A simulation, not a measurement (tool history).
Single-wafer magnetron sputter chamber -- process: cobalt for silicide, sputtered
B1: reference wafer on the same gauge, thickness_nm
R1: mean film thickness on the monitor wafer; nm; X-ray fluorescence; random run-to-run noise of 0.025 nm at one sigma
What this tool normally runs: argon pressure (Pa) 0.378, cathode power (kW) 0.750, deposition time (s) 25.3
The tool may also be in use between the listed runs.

{"run": 1, "day": 0.0, "argon pressure (Pa)": 0.378, "cathode power (kW)": 0.75, "deposition time (s)": 25.3, "B1": 9.986, "R1": 9.519}
{"run": 2, "day": 1.112, "argon pressure (Pa)": 0.378, "cathode power (kW)": 0.75, "deposition time (s)": 25.3, "B1": 9.988, "R1": 9.417}
{"run": 3, "day": 3.496, "argon pressure (Pa)": 0.378, "cathode power (kW)": 0.75, "deposition time (s)": 25.3, "B1": 9.983, "R1": 9.77}
{"run": 4, "day": 5.296, "argon pressure (Pa)": 0.324, "cathode power (kW)": 0.75, "deposition time (s)": 25.3, "B1": 9.973, "R1": 9.707}
{"run": 5, "day": 7.204, "argon pressure (Pa)": 0.324, "cathode power (kW)": 0.75, "deposition time (s)": 25.3, "B1": 9.98, "R1": 9.615}
{"run": 6, "day": 14.696, "argon pressure (Pa)": 0.378, "cathode power (kW)": 0.75, "deposition time (s)": 25.3, "B1": 9.972, "R1": 8.853}
{"run": 7, "day": 17.612, "argon pressure (Pa)": 0.378, "cathode power (kW)": 0.75, "deposition time (s)": 25.3, "B1": 9.976, "R1": 9.748}
{"run": 8, "day": 18.975, "argon pressure (Pa)": 0.378, "cathode power (kW)": 0.75, "deposition time (s)": 25.3, "B1": 9.976, "R1": 9.659}
{"run": 9, "day": 21.679, "argon pressure (Pa)": 0.315, "cathode power (kW)": 0.65, "deposition time (s)": 29.8, "B1": 9.979, "R1": 9.791}
{"run": 10, "day": 23.65, "argon pressure (Pa)": 0.432, "cathode power (kW)": 0.95, "deposition time (s)": 22.6, "B1": 9.973, "R1": 10.567}
{"run": 11, "day": 24.929, "argon pressure (Pa)": 0.286, "cathode power (kW)": 0.75, "deposition time (s)": 27.4, "B1": 9.979, "R1": 10.39}
{"run": 12, "day": 26.404, "argon pressure (Pa)": 0.378, "cathode power (kW)": 0.75, "deposition time (s)": 25.3, "B1": 9.971, "R1": 9.749}
{"run": 13, "day": 28.404, "argon pressure (Pa)": 0.283, "cathode power (kW)": 0.6, "deposition time (s)": 22.7, "B1": 9.973, "R1": 7.009}
{"run": 14, "day": 29.417, "argon pressure (Pa)": 0.378, "cathode power (kW)": 0.75, "deposition time (s)": 25.3, "B1": 9.973, "R1": 9.572}
{"run": 15, "day": 31.904, "argon pressure (Pa)": 0.471, "cathode power (kW)": 0.8, "deposition time (s)": 28.6, "B1": 9.979, "R1": 11.236}
{"run": 16, "day": 33.133, "argon pressure (Pa)": 0.432, "cathode power (kW)": 0.85, "deposition time (s)": 25.3, "B1": 9.979, "R1": 10.622}
{"run": 17, "day": 35.033, "argon pressure (Pa)": 0.439, "cathode power (kW)": 0.75, "deposition time (s)": 30.2, "B1": 9.97, "R1": 11.14}

Put back what was entered between runs (8 entries, withheld): which listed runs does each sit between, and how does the hidden state differ from the listed run before to the listed run after?
Between runs 2 and 3: gauge calibrated (day 1.600); sputter target and shields replaced (day 3.383)
  deposition rate above that of a new target (%): -3.46 -> -0.248
  the result without the hidden state subtracted from the measured one, R1: -0.338 -> -0.024 nm
Between runs 5 and 6: sputter target and shields replaced (day 11.358)
  deposition rate above that of a new target (%): -2.75 -> -9.3
  the result without the hidden state subtracted from the measured one, R1: -0.272 -> -0.907 nm
Between runs 6 and 7: sputter target and shields replaced, repeated, since the last time left the tool worse (day 17.592)
  deposition rate above that of a new target (%): -9.3 -> -0.276
  the result without the hidden state subtracted from the measured one, R1: -0.907 -> -0.027 nm
Between runs 7 and 8: capacitance manometer re-zeroed and calibrated (day 18.558)
  deposition rate above that of a new target (%): -0.276 -> -1.63
  the result without the hidden state subtracted from the measured one, R1: -0.027 -> -0.160 nm
Between runs 8 and 9: gauge calibrated (day 19.238)
  deposition rate above that of a new target (%): -1.63 -> -2.98
  the result without the hidden state subtracted from the measured one, R1: -0.160 -> -0.300 nm
Between runs 11 and 12: magnet pack replaced (day 25.304); sputter target and shields replaced (day 26.383)
  deposition rate above that of a new target (%): -3.55 -> -0.369
  the result without the hidden state subtracted from the measured one, R1: -0.382 -> -0.036 nm
